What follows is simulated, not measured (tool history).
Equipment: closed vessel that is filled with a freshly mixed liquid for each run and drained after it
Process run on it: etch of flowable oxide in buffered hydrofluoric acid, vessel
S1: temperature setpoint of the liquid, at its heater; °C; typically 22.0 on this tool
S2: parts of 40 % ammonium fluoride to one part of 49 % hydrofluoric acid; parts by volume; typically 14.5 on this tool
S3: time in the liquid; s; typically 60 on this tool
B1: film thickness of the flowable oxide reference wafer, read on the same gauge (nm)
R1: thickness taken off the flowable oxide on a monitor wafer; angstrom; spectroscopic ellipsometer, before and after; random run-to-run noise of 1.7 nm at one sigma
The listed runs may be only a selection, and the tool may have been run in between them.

run   hour    S1    S2  S3      B1      R1
  1    0.0  22.0  14.5  60  150.02  1895.5
  2    9.4  22.0  14.5  60  150.00  1914.9
  3   22.5  18.0  14.5  60  149.99  1523.6
  4   35.9  23.5  14.5  60  150.00  2043.5
  5   48.3  23.5  14.5  60  150.00  2047.4
  6   58.7  24.5  14.5  60  150.01  2183.8
  7   72.3  24.5  14.5  60  149.99  2183.0
  8   79.8  22.0  14.5  60  150.00  1883.5
  9   86.0  18.5  13.0  60  149.99  1751.8
 10   92.4  18.5  13.0  60  150.00  1735.3
      92.9  -- gauge calibrated
 11  108.7  18.5  13.0  60  150.01  1754.9
 12  150.7  22.0  14.5  60  150.00  1899.6
     155.7  -- thermometer replaced
 13  185.3  22.0  14.5  60  150.01  1720.6
 14  195.6  18.5  13.0  60  149.99  1601.1
 15  210.8  22.0  16.5  80  149.98  2015.6
 16  220.1  23.5  13.0  50  149.98  1715.0
 17  253.1  22.0  14.5  60  149.99  1745.4
 18  270.1  22.0  12.0  45  149.98  1537.2
 19  285.1  22.0  18.5  75  150.01  1720.3
     289.9  -- hydrofluoric acid flow meter replaced
 20  292.9  22.0  14.5  60  150.01  1730.6
 21  300.8  17.0  14.5  60  150.02  1318.3
 22  310.9  22.0   8.5  80  150.00  3800.4
 23  321.2  22.0  14.5  80  149.99  2307.6
 24  328.1  25.5   9.0  95  149.98  5175.4
 25  355.9  22.0  14.5  60  150.00  1752.4
 26  373.6  25.0  14.5  60  150.00  2055.7
 27  383.0  22.0  20.5  60  150.00  1253.5
 28  390.7  26.5  20.0  70  149.98  1882.8
 29  400.6  24.5   8.5  90  150.02  4934.5
 30  425.0  18.0  17.5  60  149.97  1155.5
 31  442.1  22.0  12.5  30  150.01  1015.1
 32  454.6  22.0  14.5  60  150.00  1775.5

Below are 5 alternative next runs, each starting from the tool's condition after run 32. Predict each:
  A  455.3  22.0  14.5  60   ?   ?
  B  455.3  19.0  14.5  60   ?   ?
  C  455.3  25.0  11.0  45   ?   ?
  D  455.3  24.5  19.0  30   ?   ?
  E  455.3  22.0  14.5  45   ?   ?

run      B1      R1
  A  150.00  1741.4
  B  150.00  1473.7
  C  150.00  2015.6
  D  150.00   765.1
  E  150.00  1306.1
Take away the tool's hidden state, keep each run's random variation, and the runs would have read:
run      R1
  A  1681.9
  B  1422.3
  C  1948.1
  D   739.3
  E  1261.4

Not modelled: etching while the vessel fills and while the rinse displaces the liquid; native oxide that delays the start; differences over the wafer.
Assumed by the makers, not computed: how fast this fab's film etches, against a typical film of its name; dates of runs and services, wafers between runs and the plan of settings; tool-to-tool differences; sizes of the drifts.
